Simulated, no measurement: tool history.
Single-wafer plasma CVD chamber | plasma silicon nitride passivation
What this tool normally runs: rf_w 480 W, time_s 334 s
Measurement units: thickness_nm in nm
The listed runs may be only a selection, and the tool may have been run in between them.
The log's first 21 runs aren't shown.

run,hour,rf_w,time_s,"read-back reference wafer on the same gauge, thickness_nm",thickness_nm
22,1144.7,480,334,378.564,431.214
23,1177.6,450,378,379.689,472.337
# hour 1188.9: showerhead replaced
24,1236.9,540,276,378.233,367.222
25,1298.4,555,397,378.286,531.542
26,1354.0,540,381,379.177,509.873
27,1413.2,480,334,379.504,425.433
28,1481.9,420,369,378.918,445.862
29,1535.6,540,334,378.689,443.251
30,1560.2,555,398,379.149,533.939
31,1631.5,520,379,378.959,497.683
32,1687.4,435,334,378.996,411.547
33,1711.9,480,395,378.840,503.392
# hour 1730.6: RF generator calibrated
# hour 1747.3: gauge calibrated
34,1758.2,480,334,379.590,441.407
35,1818.9,515,280,379.048,377.555
36,1953.2,480,334,378.943,431.393
37,2021.8,570,364,379.190,499.340
38,2055.6,480,287,378.666,372.540
39,2256.1,480,334,378.308,429.755
40,2296.7,480,334,378.910,432.086
41,2350.3,480,334,378.793,429.817
42,2420.5,450,286,379.630,356.410
43,2581.8,480,334,379.232,429.106

Predict each of these 4 candidate next runs independently; none follows another, all start after run 43:
A,2582.3,480,334,?,?
B,2582.3,570,288,?,?
C,2582.3,395,367,?,?
D,2582.3,425,372,?,?

run,"read-back reference wafer on the same gauge, thickness_nm",thickness_nm
A,379.145,427.215
B,379.145,392.916
C,379.145,434.617
D,379.145,453.729
Take away the tool's hidden state, keep each run's random variation, and the runs would have read:
run,thickness_nm
A,439.562
B,404.271
C,447.178
D,466.842
